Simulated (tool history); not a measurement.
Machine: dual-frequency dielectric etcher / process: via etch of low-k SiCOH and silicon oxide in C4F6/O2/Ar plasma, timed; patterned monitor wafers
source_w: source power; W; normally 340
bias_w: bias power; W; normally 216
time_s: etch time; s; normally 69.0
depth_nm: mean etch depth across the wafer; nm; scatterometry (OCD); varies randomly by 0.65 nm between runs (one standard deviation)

run,hour,source_w,bias_w,time_s,"read-back reference wafer on the same gauge, depth_nm",depth_nm
1,0.0,340,199,69.0,193.2,170.0
2,29.5,340,199,69.0,192.7,169.6
3,43.2,340,199,69.0,193.0,169.7
4,68.6,340,216,69.0,193.0,175.0
5,104.5,340,216,69.0,193.1,175.8
6,135.8,340,216,69.0,192.9,175.2
# hour 148.3: gauge calibrated
7,155.6,340,216,69.0,193.0,174.9
8,170.0,340,216,69.0,193.1,174.9
# hour 192.0: source power generator calibrated
# hour 215.8: upper electrode replaced
9,216.3,340,216,69.0,193.4,174.2
10,232.2,340,185,69.0,193.0,161.5
# hour 272.7: wet clean of the chamber
11,273.2,340,185,69.0,193.1,169.3
12,276.3,260,197,77.5,192.8,174.3
# hour 286.8: bias power generator calibrated
13,290.9,290,184,75.5,192.9,174.6
14,318.9,340,216,69.0,192.9,180.0
15,342.0,340,258,69.0,193.1,195.2
16,356.3,310,239,88.0,193.0,232.0
17,381.5,380,255,54.0,193.3,159.5
18,404.3,380,181,59.5,193.0,150.1
19,433.9,340,250,79.5,193.2,220.2
20,480.1,310,190,69.0,192.8,161.9
# hour 484.2: gauge calibrated
21,577.9,340,163,69.0,193.2,155.1
22,604.4,340,216,69.0,193.1,176.8
23,626.5,390,182,69.0,193.0,175.3

Same runs, no hidden state in the tool, same run-to-run variation:
What the log doesn't record here: etch rate over this chamber's usual, %; source power that arrives over what is set, %; bias power that arrives over what is set, %; gauge reads high (%).
run,depth_nm
1,174.4
2,174.4
3,174.7
4,180.4
5,181.8
6,181.5
7,181.5
8,181.7
9,181.6
10,168.6
11,169.1
12,174.2
13,174.6
14,180.3
15,195.9
16,233.2
17,160.5
18,151.4
19,222.5
20,164.2
21,158.4
22,180.9
23,179.7
